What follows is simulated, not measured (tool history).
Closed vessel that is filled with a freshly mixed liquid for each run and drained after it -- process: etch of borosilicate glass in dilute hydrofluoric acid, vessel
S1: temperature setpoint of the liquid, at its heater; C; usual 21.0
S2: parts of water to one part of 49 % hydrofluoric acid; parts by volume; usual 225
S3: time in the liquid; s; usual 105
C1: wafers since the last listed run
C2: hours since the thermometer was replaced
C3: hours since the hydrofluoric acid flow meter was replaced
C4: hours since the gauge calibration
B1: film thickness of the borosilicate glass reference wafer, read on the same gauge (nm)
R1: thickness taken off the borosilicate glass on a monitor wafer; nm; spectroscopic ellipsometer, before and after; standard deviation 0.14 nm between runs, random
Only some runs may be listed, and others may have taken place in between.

run,hour,S1,S2,S3,C1,C2,C3,C4,B1,R1
1,0.0,18.0,225,105,0,1238.1,1078.6,449.3,60.00,14.33
2,71.5,18.0,225,105,5047,1309.6,1150.1,520.8,60.01,14.41
3,96.6,18.0,225,105,1771,1334.7,1175.2,545.9,59.98,14.26
4,151.4,24.5,225,105,3868,1389.5,1230.0,600.7,60.02,18.50
5,212.7,24.5,225,105,4327,1450.8,1291.3,662.0,60.02,18.24
6,265.2,19.5,225,105,3705,1503.3,1343.8,714.5,60.03,15.43
7,295.8,19.5,225,105,2160,1533.9,1374.4,745.1,59.99,15.61
8,320.9,21.0,225,105,1771,1559.0,1399.5,770.2,60.02,15.96
9,364.5,21.0,225,105,3077,1602.6,1443.1,813.8,60.03,16.14
10,416.7,21.0,225,105,3684,1654.8,1495.3,866.0,59.98,16.44
11,452.6,21.0,225,105,2534,1690.7,1531.2,901.9,59.96,16.53
12,517.5,21.0,225,45,4581,1755.6,1596.1,966.8,60.03,6.91
13,564.9,21.0,225,105,3345,1803.0,1643.5,1014.2,59.97,16.43
14,607.2,21.0,225,105,2985,1845.3,1685.8,1056.5,60.00,16.40
15,649.8,21.0,225,105,3007,1887.9,1728.4,1099.1,60.00,16.34
16,712.0,19.0,225,105,4390,1950.1,1790.6,1161.3,59.96,15.19
# hour 772.3: gauge calibrated
17,779.6,21.0,225,105,4771,2017.7,1858.2,7.3,59.97,16.45
# hour 901.2: thermometer replaced
18,917.7,17.0,225,105,9677,16.5,1996.3,145.4,59.99,13.10
# hour 941.8: hydrofluoric acid flow meter replaced
19,986.0,21.0,310,50,4750,84.8,44.2,213.7,59.97,4.92
20,1037.4,25.0,275,135,3628,136.2,95.6,265.1,60.01,17.40
21,1101.8,25.5,175,150,4546,200.6,160.0,329.5,60.03,34.95
22,1141.2,17.0,225,80,2781,240.0,199.4,368.9,59.96,10.08
23,1195.2,19.5,225,80,3811,294.0,253.4,422.9,60.04,11.17

Consider 5 possible next runs. They are alternatives, not a sequence: every one starts from the tool as it was left by run 23. What does each give?
A,1195.9,21.0,225,105,49,294.7,254.1,423.6,?,?
B,1195.9,25.5,265,60,49,294.7,254.1,423.6,?,?
C,1195.9,21.0,150,105,49,294.7,254.1,423.6,?,?
D,1195.9,24.0,225,105,49,294.7,254.1,423.6,?,?
E,1195.9,21.0,225,125,49,294.7,254.1,423.6,?,?

run,B1,R1
A,60.01,15.16
B,60.01,8.31
C,60.01,24.56
D,60.01,16.94
E,60.01,18.05
The same runs, with their run-to-run variation unchanged, on a tool lacking any hidden condition would have given:
run,R1
A,15.01
B,8.24
C,24.31
D,16.78
E,17.87
